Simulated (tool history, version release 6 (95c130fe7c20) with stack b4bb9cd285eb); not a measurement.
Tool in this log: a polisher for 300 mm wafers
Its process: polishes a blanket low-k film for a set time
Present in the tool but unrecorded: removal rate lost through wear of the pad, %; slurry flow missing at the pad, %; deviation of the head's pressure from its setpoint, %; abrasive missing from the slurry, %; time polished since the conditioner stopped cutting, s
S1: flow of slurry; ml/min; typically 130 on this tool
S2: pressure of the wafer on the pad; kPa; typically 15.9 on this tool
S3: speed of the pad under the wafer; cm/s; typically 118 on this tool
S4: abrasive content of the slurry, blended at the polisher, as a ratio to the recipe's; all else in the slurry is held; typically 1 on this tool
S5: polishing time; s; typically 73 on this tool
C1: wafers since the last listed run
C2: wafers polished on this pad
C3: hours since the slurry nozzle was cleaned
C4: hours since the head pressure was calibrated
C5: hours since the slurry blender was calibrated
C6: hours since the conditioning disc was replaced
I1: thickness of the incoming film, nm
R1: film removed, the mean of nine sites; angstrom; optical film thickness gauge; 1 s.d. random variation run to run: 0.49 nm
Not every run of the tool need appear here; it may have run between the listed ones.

| run | hour | S1 | S2 | S3 | S4 | S5 | C1 | C2 | C3 | C4 | C5 | C6 | I1 | R1 |
|---|---|---|---|---|---|---|---|---|---|---|---|---|---|---|
| 1 | 0 | 130 | 14.5 | 118 | 1 | 83 | 0 | 1467 | 559.5 | 557.9 | 248.4 | 386.7 | 630.1 | 264 |
|  | 38 | worn pad replaced by a new one |
| 2 | 43.2 | 130 | 14.5 | 118 | 1 | 83 | 434 | 57 | 602.7 | 601.1 | 291.6 | 429.9 | 648.2 | 294 |
|  | 51.8 | conditioning disc replaced and pad reconditioned |
| 3 | 107.9 | 130 | 15.9 | 118 | 1.25 | 73 | 694 | 752 | 667.4 | 665.8 | 356.3 | 56.1 | 639 | 303 |
| 4 | 143.6 | 130 | 15.9 | 118 | 1.25 | 73 | 395 | 1148 | 703.1 | 701.5 | 392 | 91.8 | 646.4 | 297 |
|  | 183.6 | slurry blender recalibrated |
|  | 186.4 | worn pad replaced by a new one |
| 5 | 287.5 | 130 | 15.9 | 118 | 1.25 | 73 | 1542 | 1120 | 847 | 845.4 | 103.9 | 235.7 | 642.8 | 283 |
|  | 320.2 | worn pad replaced by a new one |
| 6 | 344.2 | 130 | 15.9 | 118 | 1 | 73 | 584 | 265 | 903.7 | 902.1 | 160.6 | 292.4 | 638.4 | 274 |
| 7 | 389.7 | 130 | 15.9 | 118 | 1 | 73 | 504 | 770 | 949.2 | 947.6 | 206.1 | 337.9 | 637.7 | 265 |
|  | 412 | slurry nozzle cleaned |
| 8 | 419.7 | 130 | 15.9 | 118 | 1 | 73 | 321 | 1091 | 7.7 | 977.6 | 236.1 | 367.9 | 629.6 | 256 |
| 9 | 445.4 | 130 | 13.1 | 118 | 1 | 73 | 284 | 1376 | 33.4 | 1003.3 | 261.8 | 393.6 | 640.8 | 212 |
|  | 465.5 | conditioning disc replaced and pad reconditioned |
|  | 487.4 | worn pad replaced by a new one |
|  | 509.9 | head pressure recalibrated |
| 10 | 511.9 | 130 | 15.9 | 118 | 1 | 73 | 648 | 249 | 99.9 | 2 | 328.3 | 46.4 | 648.4 | 305 |
| 11 | 556.9 | 155 | 13.8 | 118 | 1 | 73 | 498 | 748 | 144.9 | 47 | 373.3 | 91.4 | 647 | 252 |
| 12 | 588.4 | 170 | 15.9 | 118 | 1 | 73 | 349 | 1097 | 176.4 | 78.5 | 404.8 | 122.9 | 642.5 | 271 |
|  | 622.3 | slurry blender recalibrated |
|  | 647.6 | worn pad replaced by a new one |
| 13 | 648.1 | 130 | 18.6 | 118 | 1.15 | 73 | 595 | 5 | 236.1 | 138.2 | 25.8 | 182.6 | 629.2 | 355 |
| 14 | 687.5 | 95 | 12.4 | 118 | 1 | 73 | 436 | 441 | 275.5 | 177.6 | 65.2 | 222 | 638.2 | 196 |
| 15 | 727.5 | 130 | 15.9 | 94 | 0.85 | 87 | 443 | 884 | 315.5 | 217.6 | 105.2 | 262 | 645.1 | 247 |
|  | 781.5 | worn pad replaced by a new one |
| 16 | 785.7 | 130 | 12.4 | 152 | 1.3 | 57 | 600 | 46 | 373.7 | 275.8 | 163.4 | 320.2 | 644.8 | 236 |

Each row is a separate what-if for the run after 16, all from the same tool condition, not one after another. Results?
| A | 786.2 | 130 | 15.9 | 118 | 1 | 73 | 5 | 51 | 374.2 | 276.3 | 163.9 | 320.7 | 645.7 | ? |
| B | 786.2 | 130 | 15.9 | 132 | 1 | 59 | 5 | 51 | 374.2 | 276.3 | 163.9 | 320.7 | 645.7 | ? |
| C | 786.2 | 95 | 15.9 | 118 | 1.15 | 73 | 5 | 51 | 374.2 | 276.3 | 163.9 | 320.7 | 645.7 | ? |

| run | R1 |
|---|---|
| A | 289 |
| B | 251 |
| C | 283 |
With the hidden condition removed and each run's random variation left untouched, the same runs would have given:
| run | R1 |
|---|---|
| A | 361 |
| B | 319 |
| C | 353 |

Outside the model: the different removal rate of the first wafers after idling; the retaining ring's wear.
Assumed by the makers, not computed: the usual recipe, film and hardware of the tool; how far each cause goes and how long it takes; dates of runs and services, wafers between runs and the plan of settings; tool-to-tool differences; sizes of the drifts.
